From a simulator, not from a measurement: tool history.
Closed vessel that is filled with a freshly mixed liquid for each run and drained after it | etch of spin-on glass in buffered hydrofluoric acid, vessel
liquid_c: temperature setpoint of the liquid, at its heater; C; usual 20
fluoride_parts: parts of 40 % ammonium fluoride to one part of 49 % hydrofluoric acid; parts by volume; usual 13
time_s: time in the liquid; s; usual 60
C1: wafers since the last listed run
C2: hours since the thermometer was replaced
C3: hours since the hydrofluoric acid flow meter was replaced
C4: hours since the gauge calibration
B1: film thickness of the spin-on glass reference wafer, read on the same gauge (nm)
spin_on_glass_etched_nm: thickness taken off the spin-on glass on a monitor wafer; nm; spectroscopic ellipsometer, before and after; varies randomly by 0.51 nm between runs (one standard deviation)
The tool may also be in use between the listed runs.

Run 1, day 0: usual settings; C1 0; C2 640.2; C3 1197.4; C4 707.8; B1 119.98. Result: spin_on_glass_etched_nm 121.83 nm.
Run 2, day 4.025: usual settings; C1 9984; C2 736.8; C3 1294; C4 804.4; B1 120.01. Result: spin_on_glass_etched_nm 121.45 nm.
Run 3, day 15.088: usual settings; C1 27441; C2 1002.3; C3 1559.5; C4 1069.9; B1 119.98. Result: spin_on_glass_etched_nm 122.92 nm.
Run 4, day 17.371: usual settings; C1 5663; C2 1057.1; C3 1614.3; C4 1124.7; B1 120.01. Result: spin_on_glass_etched_nm 123.76 nm.
Run 5, day 20.233: usual settings; C1 7100; C2 1125.8; C3 1683; C4 1193.4; B1 119.99. Result: spin_on_glass_etched_nm 123.99 nm.
Run 6, day 24.112: usual settings; C1 9622; C2 1218.9; C3 1776.1; C4 1286.5; B1 119.97. Result: spin_on_glass_etched_nm 124.65 nm.
Run 7, day 26.879: usual settings; C1 6862; C2 1285.3; C3 1842.5; C4 1352.9; B1 120. Result: spin_on_glass_etched_nm 124.67 nm.
At day 29.638: hydrofluoric acid flow meter replaced.
Run 8, day 30.967: usual settings; C1 10035; C2 1383.4; C3 31.9; C4 1451; B1 120.01. Result: spin_on_glass_etched_nm 118.43 nm.
At day 32.8: gauge calibrated.
Run 9, day 34.296: usual settings; C1 8258; C2 1463.3; C3 111.8; C4 35.9; B1 119.99. Result: spin_on_glass_etched_nm 118.78 nm.
Run 10, day 37.433: usual settings; C1 7782; C2 1538.6; C3 187.1; C4 111.2; B1 119.98. Result: spin_on_glass_etched_nm 119.5 nm.
Run 11, day 39.825: usual settings but fluoride_parts 9.5 parts by volume; C1 5932; C2 1596; C3 244.5; C4 168.6; B1 120.03. Result: spin_on_glass_etched_nm 157.9 nm.
Run 12, day 41.458: usual settings but liquid_c 17 C, fluoride_parts 11 parts by volume, time_s 30 s; C1 4051; C2 1635.2; C3 283.7; C4 207.8; B1 120. Result: spin_on_glass_etched_nm 59.7 nm.
Run 13, day 45.317: usual settings; C1 9570; C2 1727.8; C3 376.3; C4 300.4; B1 120.01. Result: spin_on_glass_etched_nm 120.67 nm.
Run 14, day 48.133: usual settings but liquid_c 17 C; C1 6986; C2 1795.4; C3 443.9; C4 368; B1 119.99. Result: spin_on_glass_etched_nm 101.82 nm.
Run 15, day 51.688: usual settings; C1 8816; C2 1880.7; C3 529.2; C4 453.3; B1 120.01. Result: spin_on_glass_etched_nm 121.09 nm.
At day 54.929: thermometer replaced.
Run 16, day 55.475: usual settings; C1 9291; C2 13.1; C3 620.1; C4 544.2; B1 119.97. Result: spin_on_glass_etched_nm 118.11 nm.
Run 17, day 57.346: usual settings but liquid_c 18 C, fluoride_parts 15.5 parts by volume, time_s 95 s; C1 4640; C2 58; C3 665; C4 589.1; B1 120. Result: spin_on_glass_etched_nm 139.48 nm.
Run 18, day 61.312: usual settings; C1 9839; C2 153.2; C3 760.2; C4 684.3; B1 120.03. Result: spin_on_glass_etched_nm 118.88 nm.
Run 19, day 65.671: usual settings but liquid_c 18.5 C, fluoride_parts 9.5 parts by volume; C1 10811; C2 257.8; C3 864.8; C4 788.9; B1 120.05. Result: spin_on_glass_etched_nm 142.88 nm.
Run 20, day 68.075: usual settings but liquid_c 21.5 C; C1 5963; C2 315.5; C3 922.5; C4 846.6; B1 120. Result: spin_on_glass_etched_nm 130.19 nm.
Run 21, day 72.308: usual settings but liquid_c 17 C, fluoride_parts 15.5 parts by volume; C1 10501; C2 417.1; C3 1024.1; C4 948.2; B1 119.99. Result: spin_on_glass_etched_nm 85.11 nm.

Below, some changes in spin_on_glass_etched_nm between adjacent runs. For each, the amount present without the hidden state too (settings, incoming material, random variation) and the amount remaining for the hidden state with gauge scatter not shared by both compared results:
Unlogged tool condition in this case: liquid hotter than its thermometer reads (K); hydrofluoric acid flow above the setpoint (%); gauge reads high (%).
Run 7 -> 8: hydrofluoric acid flow meter replaced. spin_on_glass_etched_nm -6.24 nm: hidden state -6.53, all else +0.29.
Run 11 -> 12: liquid_c 20 -> 17, fluoride_parts 9.5 -> 11, time_s 60 -> 30. spin_on_glass_etched_nm -98.2 nm: hidden state -3.94, all else -94.26.
Run 12 -> 13: liquid_c 17 -> 20, fluoride_parts 11 -> 13, time_s 30 -> 60. spin_on_glass_etched_nm +60.97 nm: hidden state +3.83, all else +57.14.
Run 15 -> 16: thermometer replaced. spin_on_glass_etched_nm -2.98 nm: hidden state -4.16, all else +1.18.
